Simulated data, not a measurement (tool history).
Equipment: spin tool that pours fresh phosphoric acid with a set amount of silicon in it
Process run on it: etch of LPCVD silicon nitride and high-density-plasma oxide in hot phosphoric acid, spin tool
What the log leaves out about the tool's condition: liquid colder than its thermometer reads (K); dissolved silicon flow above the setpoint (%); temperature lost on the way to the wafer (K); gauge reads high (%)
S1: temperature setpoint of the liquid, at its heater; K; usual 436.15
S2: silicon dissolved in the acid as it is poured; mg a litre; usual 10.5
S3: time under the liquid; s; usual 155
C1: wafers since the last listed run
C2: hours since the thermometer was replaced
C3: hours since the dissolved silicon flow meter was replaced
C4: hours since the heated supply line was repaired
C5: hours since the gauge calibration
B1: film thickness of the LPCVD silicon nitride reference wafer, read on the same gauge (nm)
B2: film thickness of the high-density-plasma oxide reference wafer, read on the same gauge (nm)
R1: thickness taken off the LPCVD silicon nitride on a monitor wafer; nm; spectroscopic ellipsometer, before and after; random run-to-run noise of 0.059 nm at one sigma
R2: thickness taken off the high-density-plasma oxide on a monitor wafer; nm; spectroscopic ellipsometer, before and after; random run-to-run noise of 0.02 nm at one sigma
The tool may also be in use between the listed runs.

Run 1, day 0.000: usual settings but S1 434.65 K, S3 220 s; C1 0; C2 91.4; C3 1843.4; C4 3207.7; C5 1039.6; B1 29.96; B2 139.994. Result: R1 19.57 nm, R2 0.610 nm.
Run 2, day 3.454: usual settings but S1 434.65 K, S3 220 s; C1 455; C2 174.3; C3 1926.3; C4 3290.6; C5 1122.5; B1 30.00; B2 139.981. Result: R1 19.58 nm, R2 0.571 nm.
Run 3, day 6.617: usual settings but S3 225 s; C1 416; C2 250.2; C3 2002.2; C4 3366.5; C5 1198.4; B1 29.95; B2 139.974. Result: R1 21.17 nm, R2 0.630 nm.
At day 9.592: dissolved silicon flow meter replaced.
Run 4, day 10.754: usual settings but S3 225 s; C1 539; C2 349.5; C3 27.9; C4 3465.8; C5 1297.7; B1 30.01; B2 139.980. Result: R1 20.89 nm, R2 0.696 nm.
Run 5, day 14.258: usual settings; C1 461; C2 433.6; C3 112.0; C4 3549.9; C5 1381.8; B1 29.99; B2 139.974. Result: R1 14.44 nm, R2 0.444 nm.
Run 6, day 16.862: usual settings but S1 437.15 K; C1 343; C2 496.1; C3 174.5; C4 3612.4; C5 1444.3; B1 29.99; B2 140.007. Result: R1 15.06 nm, R2 0.468 nm.
Run 7, day 19.621: usual settings but S1 437.15 K; C1 363; C2 562.3; C3 240.7; C4 3678.6; C5 1510.5; B1 30.01; B2 140.015. Result: R1 14.97 nm, R2 0.492 nm.
At day 20.517: heated supply line repaired.
Run 8, day 22.408: usual settings but S2 13.5 mg a litre, S3 240 s; C1 361; C2 629.2; C3 307.6; C4 45.4; C5 1577.4; B1 30.01; B2 140.013. Result: R1 22.42 nm, R2 0.595 nm.
Run 9, day 24.150: usual settings but S2 7.0 mg a litre, S3 235 s; C1 229; C2 671.0; C3 349.4; C4 87.2; C5 1619.2; B1 30.00; B2 140.046. Result: R1 22.09 nm, R2 0.726 nm.
Run 10, day 27.546: usual settings but S1 439.15 K, S2 14.0 mg a litre, S3 85 s; C1 447; C2 752.5; C3 430.9; C4 168.7; C5 1700.7; B1 30.01; B2 139.980. Result: R1 8.76 nm, R2 0.294 nm.
Run 11, day 30.767: usual settings but S1 433.65 K, S2 12.5 mg a litre, S3 60 s; C1 424; C2 829.8; C3 508.2; C4 246.0; C5 1778.0; B1 30.02; B2 140.012. Result: R1 5.16 nm, R2 0.141 nm.
Run 12, day 33.767: usual settings but S1 434.15 K, S3 90 s; C1 395; C2 901.8; C3 580.2; C4 318.0; C5 1850.0; B1 30.00; B2 139.996. Result: R1 7.87 nm, R2 0.219 nm.
At day 36.788: thermometer replaced.
Run 13, day 37.525: usual settings but S1 433.65 K, S2 3.5 mg a litre, S3 130 s; C1 489; C2 17.7; C3 670.4; C4 408.2; C5 1940.2; B1 30.02; B2 139.980. Result: R1 11.25 nm, R2 0.381 nm.
Run 14, day 39.900: usual settings; C1 313; C2 74.7; C3 727.4; C4 465.2; C5 1997.2; B1 30.02; B2 139.992. Result: R1 14.51 nm, R2 0.443 nm.
Run 15, day 44.250: usual settings but S1 435.15 K, S2 15.5 mg a litre, S3 110 s; C1 573; C2 179.1; C3 831.8; C4 569.6; C5 2101.6; B1 30.01; B2 140.018. Result: R1 9.93 nm, R2 0.262 nm.
At day 53.642: gauge calibrated.
Run 16, day 54.488: usual settings but S1 437.15 K, S2 4.5 mg a litre, S3 235 s; C1 1349; C2 424.8; C3 1077.5; C4 815.3; C5 20.3; B1 30.00; B2 139.987. Result: R1 22.60 nm, R2 0.831 nm.
Run 17, day 56.592: usual settings but S1 435.15 K, S2 13.0 mg a litre, S3 100 s; C1 277; C2 475.3; C3 1128.0; C4 865.8; C5 70.8; B1 29.99; B2 140.009. Result: R1 8.98 nm, R2 0.241 nm.
Run 18, day 59.825: usual settings; C1 426; C2 552.9; C3 1205.6; C4 943.4; C5 148.4; B1 29.98; B2 139.977. Result: R1 14.53 nm, R2 0.419 nm.
Run 19, day 63.908: usual settings; C1 538; C2 650.9; C3 1303.6; C4 1041.4; C5 246.4; B1 30.03; B2 139.978. Result: R1 14.50 nm, R2 0.459 nm.
Run 20, day 67.696: usual settings but S1 438.15 K, S2 14.0 mg a litre, S3 235 s; C1 499; C2 741.8; C3 1394.5; C4 1132.3; C5 337.3; B1 29.98; B2 139.981. Result: R1 23.52 nm, R2 0.768 nm.
Run 21, day 71.233: usual settings but S2 5.0 mg a litre, S3 180 s; C1 466; C2 826.7; C3 1479.4; C4 1217.2; C5 422.2; B1 30.00; B2 139.991. Result: R1 16.83 nm, R2 0.565 nm.
Run 22, day 74.562: usual settings but S1 434.65 K; C1 438; C2 906.6; C3 1559.3; C4 1297.1; C5 502.1; B1 30.03; B2 140.029. Result: R1 13.77 nm, R2 0.410 nm.

Forecast each of these 3 alternatives for the next run:
Run A, day 74.583: usual settings but S2 13.0 mg a litre; C1 2; C2 907.1; C3 1559.8; C4 1297.6; C5 502.6; B1 ?; B2 ?. Result: R1 ?, R2 ?.
Run B, day 74.583: usual settings but S1 433.65 K, S2 16.5 mg a litre, S3 110 s; C1 2; C2 907.1; C3 1559.8; C4 1297.6; C5 502.6; B1 ?; B2 ?. Result: R1 ?, R2 ?.
Run C, day 74.583: usual settings but S2 17.0 mg a litre, S3 235 s; C1 2; C2 907.1; C3 1559.8; C4 1297.6; C5 502.6; B1 ?; B2 ?. Result: R1 ?, R2 ?.

run     B1       B2     R1     R2
  A  29.99  140.010  14.47  0.455
  B  29.99  140.010   9.45  0.246
  C  29.99  140.010  21.95  0.624
What these runs would have given with no unlogged condition in the tool:
run     R1     R2
  A  14.47  0.455
  B   9.45  0.246
  C  21.95  0.624
